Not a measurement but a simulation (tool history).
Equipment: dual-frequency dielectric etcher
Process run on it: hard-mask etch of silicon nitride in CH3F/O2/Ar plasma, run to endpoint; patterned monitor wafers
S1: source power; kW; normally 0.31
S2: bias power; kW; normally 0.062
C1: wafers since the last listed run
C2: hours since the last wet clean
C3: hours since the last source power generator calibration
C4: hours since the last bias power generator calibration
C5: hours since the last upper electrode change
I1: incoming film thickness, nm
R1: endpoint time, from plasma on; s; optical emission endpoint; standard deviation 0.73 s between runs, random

run    hour    S1     S2    C1     C2      C3      C4      C5    I1     R1
  1       0  0.31  0.057     0  203.3  3662.7  1663.4  2248.5  51.6   89.7
  2    43.9  0.31  0.057   609  247.2  3706.6  1707.3  2292.4  51.3     92
  3    98.1  0.31  0.062   752  301.4  3760.8  1761.5  2346.6  51.7   89.9
  4   160.6  0.31  0.062   867  363.9  3823.3    1824  2409.1  51.9   90.6
  5   185.9  0.31  0.062   351  389.2  3848.6  1849.3  2434.4  51.8   88.8
  6   227.1  0.31  0.062   571  430.4  3889.8  1890.5  2475.6  52.1   88.9
  7   292.6  0.31  0.062   909  495.9  3955.3    1956  2541.1  51.9   89.5
  8   327.3  0.28  0.062   481  530.6    3990  1990.7  2575.8  51.2     94
      357.1  -- wet clean of the chamber
  9   396.8  0.28  0.062   631   39.7  4059.5  2060.2  2645.3  51.7     91
 10   449.6  0.31  0.066   732   92.5  4112.3    2113  2698.1  52.1   86.4
 11   516.1  0.31  0.062   923    159  4178.8  2179.5  2764.6  51.2   87.4
 12   576.9  0.31  0.062   844  219.8  4239.6  2240.3  2825.4  52.1   88.3
 13   604.4  0.31  0.062   381  247.3  4267.1  2267.8  2852.9  51.5   89.2
 14     645  0.31  0.062   563  287.9  4307.7  2308.4  2893.5  51.5   88.5
 15   715.3  0.31  0.062   975  358.2    4378  2378.7  2963.8  51.8   89.2
 16   755.1  0.29  0.062   552    398  4417.8  2418.5  3003.6  51.6   91.9
 17   815.5  0.31  0.062   838  458.4  4478.2  2478.9    3064  51.9   89.8
      887.1  -- bias power generator calibrated
      890.3  -- wet clean of the chamber
 18   890.8  0.28  0.072   945    0.5  4553.5     3.7  3139.3  51.3   82.9
 19   918.6  0.33  0.067   385   28.3  4581.3    31.5  3167.1  52.3   80.9
 20   986.4  0.31  0.062   941   96.1  4649.1    99.3  3234.9  52.2   86.8
 21  1094.3  0.27  0.077  1497    204    4757   207.2  3342.8  51.7   84.1
 22  1136.3  0.37  0.076   583    246    4799   249.2  3384.8  51.9   74.7
     1170.8  -- upper electrode replaced, of another model than before
 23  1171.3  0.38   0.07   152    281    4834   284.2     0.5  51.9   74.8
 24  1221.6  0.31  0.062   698  331.3  4884.3   334.5    50.8  51.7   87.3
 25    1288  0.39  0.062   921  397.7  4950.7   400.9   117.2  51.6   82.7
     1311.6  -- source power generator calibrated
 26  1348.8  0.38  0.062   788  458.5    37.2   461.7     178  52.1   84.8
     1419.3  -- wet clean of the chamber
 27  1419.8  0.31  0.071   652    0.5   108.2   532.7     249  52.3   79.3
 28  1484.5  0.37  0.067   898   65.2   172.9   597.4   313.7  51.7   77.4
 29  1555.1  0.31  0.062   980  135.8   243.5     668   384.3  51.9   87.3
 30    1584  0.37   0.07   401  164.7   272.4   696.9   413.2  51.4   75.5
 31  1618.9  0.31  0.057   484  199.6   307.3   731.8   448.1  51.3   91.1
 32  1684.2  0.27  0.072   906  264.9   372.6   797.1   513.4  51.6   82.7
 33  1724.8  0.37  0.058   563  305.5   413.2   837.7     554  51.4     89
 34  1795.5  0.28  0.054   981  376.2   483.9   908.4   624.7  52.1  102.2

3 ways to go on from here, each from the tool as it stands after run 34. What would each give?
  A  1795.9  0.37  0.062   5  376.6  484.3  908.8  625.1  51.6   ?
  B  1795.9  0.37  0.048   5  376.6  484.3  908.8  625.1  51.6   ?
  C  1795.9  0.35  0.056   5  376.6  484.3  908.8  625.1  51.6   ?

run     R1
  A     84
  B  104.1
  C   92.4
With no hidden state in the tool, these same runs would have given:
run     R1
  A   80.8
  B  100.1
  C   88.8
